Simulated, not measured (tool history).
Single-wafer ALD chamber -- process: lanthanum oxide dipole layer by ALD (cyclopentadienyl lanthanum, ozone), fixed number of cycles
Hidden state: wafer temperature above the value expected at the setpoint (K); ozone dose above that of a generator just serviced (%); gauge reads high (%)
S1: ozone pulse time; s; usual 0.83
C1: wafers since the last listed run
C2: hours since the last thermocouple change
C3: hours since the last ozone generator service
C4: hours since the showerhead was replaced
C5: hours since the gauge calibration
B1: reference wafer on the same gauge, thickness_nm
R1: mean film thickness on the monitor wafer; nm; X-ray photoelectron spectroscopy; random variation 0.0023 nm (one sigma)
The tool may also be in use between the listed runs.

{"run": 1, "hour": 0.0, "S1": 0.83, "C1": 0, "C2": 993.3, "C3": 128.1, "C4": 5705.8, "C5": 507.4, "B1": 0.466, "R1": 0.473}
{"run": 2, "hour": 47.7, "S1": 0.83, "C1": 540, "C2": 1041.0, "C3": 175.8, "C4": 5753.5, "C5": 555.1, "B1": 0.467, "R1": 0.466}
{"run": 3, "hour": 113.9, "S1": 0.83, "C1": 750, "C2": 1107.2, "C3": 242.0, "C4": 5819.7, "C5": 621.3, "B1": 0.465, "R1": 0.47}
{"run": 4, "hour": 165.8, "S1": 0.83, "C1": 588, "C2": 1159.1, "C3": 293.9, "C4": 5871.6, "C5": 673.2, "B1": 0.466, "R1": 0.473}
{"run": 5, "hour": 194.0, "S1": 0.83, "C1": 319, "C2": 1187.3, "C3": 322.1, "C4": 5899.8, "C5": 701.4, "B1": 0.467, "R1": 0.47}
{"run": 6, "hour": 251.5, "S1": 0.83, "C1": 651, "C2": 1244.8, "C3": 379.6, "C4": 5957.3, "C5": 758.9, "B1": 0.466, "R1": 0.472}
{"run": 7, "hour": 320.7, "S1": 0.83, "C1": 784, "C2": 1314.0, "C3": 448.8, "C4": 6026.5, "C5": 828.1, "B1": 0.466, "R1": 0.472}
{"run": 8, "hour": 389.2, "S1": 0.83, "C1": 776, "C2": 1382.5, "C3": 517.3, "C4": 6095.0, "C5": 896.6, "B1": 0.465, "R1": 0.473}
{"run": 9, "hour": 417.6, "S1": 0.83, "C1": 321, "C2": 1410.9, "C3": 545.7, "C4": 6123.4, "C5": 925.0, "B1": 0.466, "R1": 0.469}
{"run": 10, "hour": 459.1, "S1": 0.83, "C1": 470, "C2": 1452.4, "C3": 587.2, "C4": 6164.9, "C5": 966.5, "B1": 0.466, "R1": 0.472}
{"hour": 522.7, "done": "thermocouple changed; heater temperature recalibrated"}
{"hour": 525.7, "done": "showerhead replaced"}
{"run": 11, "hour": 526.2, "S1": 0.83, "C1": 636, "C2": 3.5, "C3": 654.3, "C4": 0.5, "C5": 1033.6, "B1": 0.465, "R1": 0.475}
{"run": 12, "hour": 594.3, "S1": 0.83, "C1": 771, "C2": 71.6, "C3": 722.4, "C4": 68.6, "C5": 1101.7, "B1": 0.466, "R1": 0.471}
{"hour": 606.0, "done": "gauge calibrated"}
{"run": 13, "hour": 627.0, "S1": 0.83, "C1": 370, "C2": 104.3, "C3": 755.1, "C4": 101.3, "C5": 21.0, "B1": 0.466, "R1": 0.466}
{"run": 14, "hour": 665.0, "S1": 0.83, "C1": 430, "C2": 142.3, "C3": 793.1, "C4": 139.3, "C5": 59.0, "B1": 0.466, "R1": 0.468}
{"run": 15, "hour": 732.4, "S1": 0.61, "C1": 764, "C2": 209.7, "C3": 860.5, "C4": 206.7, "C5": 126.4, "B1": 0.467, "R1": 0.383}
{"hour": 753.2, "done": "ozone generator serviced"}
{"run": 16, "hour": 775.1, "S1": 1.11, "C1": 393, "C2": 252.4, "C3": 21.9, "C4": 249.4, "C5": 169.1, "B1": 0.467, "R1": 0.533}
{"run": 17, "hour": 815.8, "S1": 1.14, "C1": 461, "C2": 293.1, "C3": 62.6, "C4": 290.1, "C5": 209.8, "B1": 0.465, "R1": 0.536}
{"run": 18, "hour": 850.0, "S1": 1.0, "C1": 387, "C2": 327.3, "C3": 96.8, "C4": 324.3, "C5": 244.0, "B1": 0.466, "R1": 0.511}
{"run": 19, "hour": 906.4, "S1": 0.83, "C1": 639, "C2": 383.7, "C3": 153.2, "C4": 380.7, "C5": 300.4, "B1": 0.466, "R1": 0.471}
{"run": 20, "hour": 948.0, "S1": 0.83, "C1": 471, "C2": 425.3, "C3": 194.8, "C4": 422.3, "C5": 342.0, "B1": 0.466, "R1": 0.472}
{"run": 21, "hour": 991.6, "S1": 1.02, "C1": 494, "C2": 468.9, "C3": 238.4, "C4": 465.9, "C5": 385.6, "B1": 0.466, "R1": 0.513}
{"run": 22, "hour": 1030.7, "S1": 0.58, "C1": 443, "C2": 508.0, "C3": 277.5, "C4": 505.0, "C5": 424.7, "B1": 0.466, "R1": 0.366}
{"run": 23, "hour": 1064.0, "S1": 0.63, "C1": 377, "C2": 541.3, "C3": 310.8, "C4": 538.3, "C5": 458.0, "B1": 0.466, "R1": 0.394}
{"run": 24, "hour": 1114.1, "S1": 0.6, "C1": 567, "C2": 591.4, "C3": 360.9, "C4": 588.4, "C5": 508.1, "B1": 0.466, "R1": 0.376}
{"run": 25, "hour": 1150.7, "S1": 0.83, "C1": 414, "C2": 628.0, "C3": 397.5, "C4": 625.0, "C5": 544.7, "B1": 0.466, "R1": 0.474}
{"run": 26, "hour": 1202.7, "S1": 1.04, "C1": 589, "C2": 680.0, "C3": 449.5, "C4": 677.0, "C5": 596.7, "B1": 0.466, "R1": 0.519}
{"run": 27, "hour": 1235.6, "S1": 0.83, "C1": 372, "C2": 712.9, "C3": 482.4, "C4": 709.9, "C5": 629.6, "B1": 0.465, "R1": 0.47}
{"run": 28, "hour": 1307.0, "S1": 1.07, "C1": 809, "C2": 784.3, "C3": 553.8, "C4": 781.3, "C5": 701.0, "B1": 0.467, "R1": 0.527}
{"run": 29, "hour": 1348.0, "S1": 1.16, "C1": 464, "C2": 825.3, "C3": 594.8, "C4": 822.3, "C5": 742.0, "B1": 0.466, "R1": 0.539}

Forecast each of these 3 alternatives for the next run:
{"run": "A", "hour": 1348.4, "S1": 0.83, "C1": 4, "C2": 825.7, "C3": 595.2, "C4": 822.7, "C5": 742.4, "B1": "?", "R1": "?"}
{"run": "B", "hour": 1348.4, "S1": 1.05, "C1": 4, "C2": 825.7, "C3": 595.2, "C4": 822.7, "C5": 742.4, "B1": "?", "R1": "?"}
{"run": "C", "hour": 1348.4, "S1": 0.52, "C1": 4, "C2": 825.7, "C3": 595.2, "C4": 822.7, "C5": 742.4, "B1": "?", "R1": "?"}

run=A B1=0.466 R1=0.475
run=B B1=0.466 R1=0.524
run=C B1=0.466 R1=0.329
Had the tool no hidden state, the same runs would have come out as:
run=A R1=0.475
run=B R1=0.524
run=C R1=0.329
